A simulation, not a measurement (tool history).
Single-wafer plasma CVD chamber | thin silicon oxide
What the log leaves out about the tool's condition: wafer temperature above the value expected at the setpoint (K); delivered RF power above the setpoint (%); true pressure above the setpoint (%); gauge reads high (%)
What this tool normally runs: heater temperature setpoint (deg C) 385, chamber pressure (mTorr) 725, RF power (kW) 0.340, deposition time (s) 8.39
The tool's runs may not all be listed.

| run | hour | heater temperature setpoint (deg C) | chamber pressure (mTorr) | RF power (kW) | deposition time (s) | wafers since the last listed run | hours since the last thermocouple change | hours since the last RF generator calibration | hours since the last manometer calibration | hours since the showerhead was replaced | hours since the gauge calibration | read-back reference wafer on the same gauge, thickness_nm | mean film thickness on the monitor wafer (Å) |
|---|---|---|---|---|---|---|---|---|---|---|---|---|---|
| 1 | 0.0 | 385 | 725 | 0.300 | 8.39 | 0 | 2724.7 | 324.1 | 1538.2 | 7393.0 | 509.3 | 15.893 | 139.02 |
| 2 | 21.0 | 385 | 725 | 0.300 | 8.39 | 829 | 2745.7 | 345.1 | 1559.2 | 7414.0 | 530.3 | 15.892 | 142.22 |
| 3 | 40.7 | 385 | 725 | 0.300 | 8.39 | 778 | 2765.4 | 364.8 | 1578.9 | 7433.7 | 550.0 | 15.856 | 140.63 |
| 4 | 73.9 | 385 | 611 | 0.340 | 8.39 | 1311 | 2798.6 | 398.0 | 1612.1 | 7466.9 | 583.2 | 15.806 | 125.02 |
| 5 | 92.3 | 385 | 725 | 0.340 | 8.39 | 727 | 2817.0 | 416.4 | 1630.5 | 7485.3 | 601.6 | 15.805 | 145.85 |
| 6 | 123.6 | 385 | 725 | 0.340 | 8.39 | 1236 | 2848.3 | 447.7 | 1661.8 | 7516.6 | 632.9 | 15.758 | 143.64 |
| 7 | 139.5 | 385 | 725 | 0.340 | 8.39 | 628 | 2864.2 | 463.6 | 1677.7 | 7532.5 | 648.8 | 15.755 | 143.59 |
| 8 | 173.3 | 395 | 725 | 0.340 | 8.39 | 1335 | 2898.0 | 497.4 | 1711.5 | 7566.3 | 682.6 | 15.702 | 142.67 |
| 9 | 193.7 | 395 | 725 | 0.340 | 8.39 | 806 | 2918.4 | 517.8 | 1731.9 | 7586.7 | 703.0 | 15.686 | 142.18 |
| 10 | 229.4 | 385 | 725 | 0.340 | 8.39 | 1410 | 2954.1 | 553.5 | 1767.6 | 7622.4 | 738.7 | 15.609 | 143.30 |
|  | 234.3 | gauge calibrated |
| 11 | 262.2 | 385 | 725 | 0.340 | 8.39 | 1296 | 2986.9 | 586.3 | 1800.4 | 7655.2 | 27.9 | 16.063 | 146.45 |
|  | 274.8 | thermocouple changed; heater temperature recalibrated |
|  | 291.6 | showerhead replaced |
| 12 | 296.7 | 385 | 725 | 0.340 | 8.39 | 730 | 21.9 | 620.8 | 1834.9 | 5.1 | 62.4 | 16.071 | 147.01 |
| 13 | 312.3 | 385 | 725 | 0.340 | 8.39 | 616 | 37.5 | 636.4 | 1850.5 | 20.7 | 78.0 | 16.064 | 147.09 |
| 14 | 338.5 | 385 | 725 | 0.340 | 8.39 | 1035 | 63.7 | 662.6 | 1876.7 | 46.9 | 104.2 | 16.070 | 145.81 |
|  | 416.7 | RF generator calibrated |
| 15 | 417.2 | 385 | 725 | 0.320 | 7.19 | 2793 | 142.4 | 0.5 | 1955.4 | 125.6 | 182.9 | 16.008 | 123.02 |
| 16 | 425.3 | 385 | 821 | 0.395 | 8.39 | 320 | 150.5 | 8.6 | 1963.5 | 133.7 | 191.0 | 16.048 | 167.62 |
| 17 | 449.1 | 374 | 854 | 0.280 | 9.12 | 940 | 174.3 | 32.4 | 1987.3 | 157.5 | 214.8 | 16.014 | 174.38 |
| 18 | 470.7 | 385 | 725 | 0.340 | 8.39 | 853 | 195.9 | 54.0 | 2008.9 | 179.1 | 236.4 | 16.007 | 145.75 |
| 19 | 488.3 | 391 | 725 | 0.340 | 9.81 | 695 | 213.5 | 71.6 | 2026.5 | 196.7 | 254.0 | 15.998 | 170.41 |
|  | 497.2 | capacitance manometer re-zeroed and calibrated |
| 20 | 507.0 | 385 | 725 | 0.340 | 9.28 | 422 | 232.2 | 90.3 | 9.8 | 215.4 | 272.7 | 15.995 | 162.12 |
| 21 | 520.7 | 385 | 633 | 0.340 | 8.39 | 541 | 245.9 | 104.0 | 23.5 | 229.1 | 286.4 | 15.994 | 130.36 |
| 22 | 546.8 | 385 | 847 | 0.280 | 8.39 | 1031 | 272.0 | 130.1 | 49.6 | 255.2 | 312.5 | 15.948 | 156.51 |
| 23 | 579.7 | 385 | 725 | 0.340 | 9.13 | 1299 | 304.9 | 163.0 | 82.5 | 288.1 | 345.4 | 15.936 | 159.05 |
| 24 | 607.2 | 385 | 725 | 0.340 | 8.39 | 1086 | 332.4 | 190.5 | 110.0 | 315.6 | 372.9 | 15.877 | 145.10 |
| 25 | 629.4 | 390 | 725 | 0.340 | 8.39 | 877 | 354.6 | 212.7 | 132.2 | 337.8 | 395.1 | 15.908 | 143.51 |
| 26 | 659.2 | 385 | 725 | 0.315 | 8.39 | 1177 | 384.4 | 242.5 | 162.0 | 367.6 | 424.9 | 15.881 | 141.64 |

Here are 5 independent what-if runs from the current tool condition. What would each one return?
| A | 659.6 | 385 | 725 | 0.340 | 8.39 | 15 | 384.8 | 242.9 | 162.4 | 368.0 | 425.3 | ? | ? |
| B | 659.6 | 385 | 607 | 0.340 | 8.39 | 15 | 384.8 | 242.9 | 162.4 | 368.0 | 425.3 | ? | ? |
| C | 659.6 | 398 | 809 | 0.370 | 7.48 | 15 | 384.8 | 242.9 | 162.4 | 368.0 | 425.3 | ? | ? |
| D | 659.6 | 396 | 814 | 0.290 | 7.16 | 15 | 384.8 | 242.9 | 162.4 | 368.0 | 425.3 | ? | ? |
| E | 659.6 | 398 | 725 | 0.340 | 8.39 | 15 | 384.8 | 242.9 | 162.4 | 368.0 | 425.3 | ? | ? |

| run | read-back reference wafer on the same gauge, thickness_nm | mean film thickness on the monitor wafer (Å) |
|---|---|---|
| A | 15.904 | 145.58 |
| B | 15.904 | 125.23 |
| C | 15.904 | 144.16 |
| D | 15.904 | 129.77 |
| E | 15.904 | 144.48 |
The same runs, with their run-to-run variation unchanged, on a tool lacking any hidden condition would have given:
| run | mean film thickness on the monitor wafer (Å) |
|---|---|
| A | 147.49 |
| B | 126.88 |
| C | 146.05 |
| D | 131.48 |
| E | 146.38 |
